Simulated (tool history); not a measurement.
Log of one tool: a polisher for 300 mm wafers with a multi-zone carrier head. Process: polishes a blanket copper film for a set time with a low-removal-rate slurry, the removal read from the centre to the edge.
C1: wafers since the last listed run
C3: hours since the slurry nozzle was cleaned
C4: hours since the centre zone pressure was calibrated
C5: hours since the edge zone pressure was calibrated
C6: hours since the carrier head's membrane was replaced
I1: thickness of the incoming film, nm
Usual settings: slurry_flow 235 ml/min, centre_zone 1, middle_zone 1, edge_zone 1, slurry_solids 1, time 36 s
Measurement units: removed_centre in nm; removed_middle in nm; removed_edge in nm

run 1 day=0 | slurry_flow=160 centre_zone=1.1 middle_zone=1 edge_zone=1.07 slurry_solids=1 time=36 | C1=0 wafers_polished_on_this_pad=540 C3=286.2 C4=479.7 C5=624.7 C6=617.2 | I1=1458.2 | removed_centre=169.5 removed_middle=172.2 removed_edge=178.5
run 2 day=1.283 | slurry_flow=235 centre_zone=1 middle_zone=1 edge_zone=1 slurry_solids=1 time=48 | C1=291 wafers_polished_on_this_pad=832 C3=317 C4=510.5 C5=655.5 C6=648 | I1=1438.9 | removed_centre=224.2 removed_middle=236.5 removed_edge=242.1
-- day=1.567 centre zone pressure recalibrated
run 3 day=4.012 | slurry_flow=235 centre_zone=1 middle_zone=1 edge_zone=0.92 slurry_solids=1 time=36 | C1=600 wafers_polished_on_this_pad=1433 C3=382.5 C4=58.7 C5=721 C6=713.5 | I1=1421.2 | removed_centre=172.3 removed_middle=175.4 removed_edge=171.7
run 4 day=6.175 | slurry_flow=235 centre_zone=1 middle_zone=1 edge_zone=1.06 slurry_solids=1 time=36 | C1=491 wafers_polished_on_this_pad=1924 C3=434.4 C4=110.6 C5=772.9 C6=765.4 | I1=1468.4 | removed_centre=168.8 removed_middle=175.2 removed_edge=180.3
run 5 day=8.858 | slurry_flow=235 centre_zone=1 middle_zone=1 edge_zone=0.9 slurry_solids=1 time=36 | C1=609 wafers_polished_on_this_pad=2533 C3=498.8 C4=175 C5=837.3 C6=829.8 | I1=1444.9 | removed_centre=165.9 removed_middle=171.8 removed_edge=167.8
run 6 day=11.138 | slurry_flow=235 centre_zone=1 middle_zone=1 edge_zone=1 slurry_solids=1 time=40 | C1=517 wafers_polished_on_this_pad=3051 C3=553.5 C4=229.7 C5=892 C6=884.5 | I1=1428.8 | removed_centre=183.7 removed_middle=189.8 removed_edge=192.4
-- day=12.342 slurry nozzle cleaned
run 7 day=13.525 | slurry_flow=235 centre_zone=1.07 middle_zone=1 edge_zone=1 slurry_solids=1 time=36 | C1=532 wafers_polished_on_this_pad=3583 C3=28.4 C4=287 C5=949.3 C6=941.8 | I1=1421.1 | removed_centre=169.8 removed_middle=168.8 removed_edge=173.2
-- day=16.925 worn pad replaced by a new one
run 8 day=18.196 | slurry_flow=235 centre_zone=1 middle_zone=1 edge_zone=1 slurry_solids=1 time=25 | C1=1022 wafers_polished_on_this_pad=288 C3=140.5 C4=399.1 C5=1061.4 C6=1053.9 | I1=1461.4 | removed_centre=118.9 removed_middle=123.1 removed_edge=122.1
run 9 day=19.392 | slurry_flow=235 centre_zone=1 middle_zone=0.97 edge_zone=1.11 slurry_solids=1 time=36 | C1=271 wafers_polished_on_this_pad=560 C3=169.2 C4=427.8 C5=1090.1 C6=1082.6 | I1=1417.3 | removed_centre=170.8 removed_middle=171.3 removed_edge=188.5
-- day=21.412 edge zone pressure recalibrated
run 10 day=21.704 | slurry_flow=280 centre_zone=0.92 middle_zone=1 edge_zone=1 slurry_solids=1 time=36 | C1=506 wafers_polished_on_this_pad=1066 C3=224.7 C4=483.3 C5=7 C6=1138.1 | I1=1427.2 | removed_centre=164 removed_middle=178.8 removed_edge=182.4
run 11 day=22.975 | slurry_flow=235 centre_zone=1 middle_zone=1 edge_zone=1 slurry_solids=1 time=36 | C1=288 wafers_polished_on_this_pad=1354 C3=255.2 C4=513.8 C5=37.5 C6=1168.6 | I1=1447.9 | removed_centre=164.7 removed_middle=176.2 removed_edge=175.7
-- day=24.829 carrier head's membrane replaced by a new one
run 12 day=24.962 | slurry_flow=160 centre_zone=1 middle_zone=0.95 edge_zone=1.08 slurry_solids=1 time=36 | C1=404 wafers_polished_on_this_pad=1758 C3=302.9 C4=561.5 C5=85.2 C6=3.2 | I1=1420.5 | removed_centre=158.7 removed_middle=160.1 removed_edge=175.5
-- day=26.683 centre zone pressure recalibrated
run 13 day=26.704 | slurry_flow=235 centre_zone=1 middle_zone=1 edge_zone=1 slurry_solids=1 time=36 | C1=376 wafers_polished_on_this_pad=2135 C3=344.7 C4=0.5 C5=127 C6=45 | I1=1447.6 | removed_centre=174.2 removed_middle=173.2 removed_edge=175.2
run 14 day=28.296 | slurry_flow=235 centre_zone=1 middle_zone=1 edge_zone=1 slurry_solids=1 time=36 | C1=361 wafers_polished_on_this_pad=2496 C3=382.9 C4=38.7 C5=165.2 C6=83.2 | I1=1476.8 | removed_centre=170.6 removed_middle=171.2 removed_edge=172.2
run 15 day=29.746 | slurry_flow=235 centre_zone=0.97 middle_zone=1 edge_zone=1 slurry_solids=1 time=28 | C1=329 wafers_polished_on_this_pad=2826 C3=417.7 C4=73.5 C5=200 C6=118 | I1=1457.5 | removed_centre=130.9 removed_middle=133.8 removed_edge=134.8
run 16 day=31.675 | slurry_flow=235 centre_zone=1 middle_zone=1 edge_zone=1 slurry_solids=1 time=36 | C1=438 wafers_polished_on_this_pad=3264 C3=464 C4=119.8 C5=246.3 C6=164.3 | I1=1433.4 | removed_centre=165 removed_middle=168 removed_edge=172.1
run 17 day=33.104 | slurry_flow=235 centre_zone=1 middle_zone=1.1 edge_zone=1.09 slurry_solids=1 time=36 | C1=324 wafers_polished_on_this_pad=3588 C3=498.3 C4=154.1 C5=280.6 C6=198.6 | I1=1452.5 | removed_centre=162.8 removed_middle=186.6 removed_edge=178.4
run 18 day=36.092 | slurry_flow=235 centre_zone=1 middle_zone=1.05 edge_zone=1 slurry_solids=1 time=36 | C1=678 wafers_polished_on_this_pad=4267 C3=570 C4=225.8 C5=352.3 C6=270.3 | I1=1456.6 | removed_centre=159.2 removed_middle=174.1 removed_edge=169.6
-- day=37.079 slurry nozzle cleaned
-- day=40.408 worn pad replaced by a new one
run 19 day=42.833 | slurry_flow=235 centre_zone=1 middle_zone=1.04 edge_zone=1 slurry_solids=1 time=36 | C1=1483 wafers_polished_on_this_pad=550 C3=138.1 C4=387.6 C5=514.1 C6=432.1 | I1=1455.7 | removed_centre=169 removed_middle=184.3 removed_edge=181.5
run 20 day=44.738 | slurry_flow=305 centre_zone=1 middle_zone=1 edge_zone=1 slurry_solids=1.1 time=36 | C1=432 wafers_polished_on_this_pad=983 C3=183.8 C4=433.3 C5=559.8 C6=477.8 | I1=1456.9 | removed_centre=172.6 removed_middle=185.6 removed_edge=182.7

What was the tool's hidden state at every run in the log?
slurry flow missing at the pad, %: 0 across all the runs
deviation of the edge zone's pressure from its setpoint, %: 0 across all the runs
H1: removal rate lost through wear of the pad, %
H2: deviation of the centre zone's pressure from its setpoint, %
run=1 H1=1.6 H2=-10.7
run=2 H1=2.02 H2=-10.8
run=3 H1=2.92 H2=-2.63
run=4 H1=3.63 H2=-4.93
run=5 H1=4.51 H2=-6.97
run=6 H1=5.26 H2=-8.21
run=7 H1=6.04 H2=-9.16
run=8 H1=1.44 H2=-10.3
run=9 H1=1.83 H2=-10.5
run=10 H1=2.59 H2=-10.8
run=11 H1=3.01 H2=-10.9
run=12 H1=3.66 H2=-11.1
run=13 H1=4.23 H2=-0.685
run=14 H1=4.76 H2=-3.12
run=15 H1=5.23 H2=-4.93
run=16 H1=5.86 H2=-6.84
run=17 H1=6.33 H2=-7.96
run=18 H1=7.31 H2=-9.71
run=19 H1=1.14 H2=-11.8
run=20 H1=1.76 H2=-12.1
